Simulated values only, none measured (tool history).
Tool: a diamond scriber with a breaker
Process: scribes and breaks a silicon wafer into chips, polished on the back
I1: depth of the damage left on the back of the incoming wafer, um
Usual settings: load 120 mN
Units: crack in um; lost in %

{"run": 1, "hour": 0.0, "load": 120, "I1": 0.02, "crack": 7.66, "lost": 3.11}
{"run": 2, "hour": 34.6, "load": 120, "I1": 0.02, "crack": 7.71, "lost": 3.18}
{"run": 3, "hour": 51.5, "load": 120, "I1": 0.03, "crack": 7.68, "lost": 3.51}
{"run": 4, "hour": 72.3, "load": 120, "I1": 0.03, "crack": 7.72, "lost": 3.21}
{"run": 5, "hour": 91.8, "load": 132, "I1": 0.04, "crack": 7.96, "lost": 2.28}
{"run": 6, "hour": 103.9, "load": 132, "I1": 0.03, "crack": 7.93, "lost": 2.05}
{"run": 7, "hour": 120.7, "load": 132, "I1": 0.02, "crack": 8.08, "lost": 2.29}
{"run": 8, "hour": 145.1, "load": 120, "I1": 0.04, "crack": 7.81, "lost": 3.49}
{"hour": 177.8, "done": "diamond tip replaced by a new one"}
{"run": 9, "hour": 202.7, "load": 147, "I1": 0.05, "crack": 7.56, "lost": 3.5}
{"run": 10, "hour": 277.1, "load": 133, "I1": 0.04, "crack": 7, "lost": 6.55}
{"hour": 290.7, "done": "diamond tip replaced by a new one, repeated, since the last time left the tool worse"}
{"run": 11, "hour": 301.9, "load": 149, "I1": 0.04, "crack": 9.09, "lost": 3.51}
{"run": 12, "hour": 324.1, "load": 144, "I1": 0.04, "crack": 8.92, "lost": 3.08}
{"hour": 338.7, "done": "load on the tip recalibrated"}
{"run": 13, "hour": 358.7, "load": 139, "I1": 0.05, "crack": 8.65, "lost": 2.27}
{"run": 14, "hour": 385.2, "load": 155, "I1": 0.04, "crack": 9.22, "lost": 3.44}
{"run": 15, "hour": 412.4, "load": 134, "I1": 0.02, "crack": 8.38, "lost": 2.06}
{"run": 16, "hour": 431.1, "load": 132, "I1": 0.03, "crack": 8.35, "lost": 1.74}
{"run": 17, "hour": 520.6, "load": 97, "I1": 0.05, "crack": 7.16, "lost": 6.08}

4 ways to go on from here, each from the tool as it stands after run 17. What would each give?
{"run": "A", "hour": 521.1, "load": 148, "I1": 0.04, "crack": "?", "lost": "?"}
{"run": "B", "hour": 521.1, "load": 110, "I1": 0.04, "crack": "?", "lost": "?"}
{"run": "C", "hour": 521.1, "load": 94, "I1": 0.04, "crack": "?", "lost": "?"}
{"run": "D", "hour": 521.1, "load": 93, "I1": 0.04, "crack": "?", "lost": "?"}

run=A crack=8.78 lost=2.06
run=B crack=7.63 lost=3.12
run=C crack=7.11 lost=5.94
run=D crack=7.08 lost=6.18
Without the tool's hidden state the same runs would have given:
run=A crack=9.27 lost=3.34
run=B crack=8.05 lost=1.96
run=C crack=7.51 lost=3.63
run=D crack=7.47 lost=3.79

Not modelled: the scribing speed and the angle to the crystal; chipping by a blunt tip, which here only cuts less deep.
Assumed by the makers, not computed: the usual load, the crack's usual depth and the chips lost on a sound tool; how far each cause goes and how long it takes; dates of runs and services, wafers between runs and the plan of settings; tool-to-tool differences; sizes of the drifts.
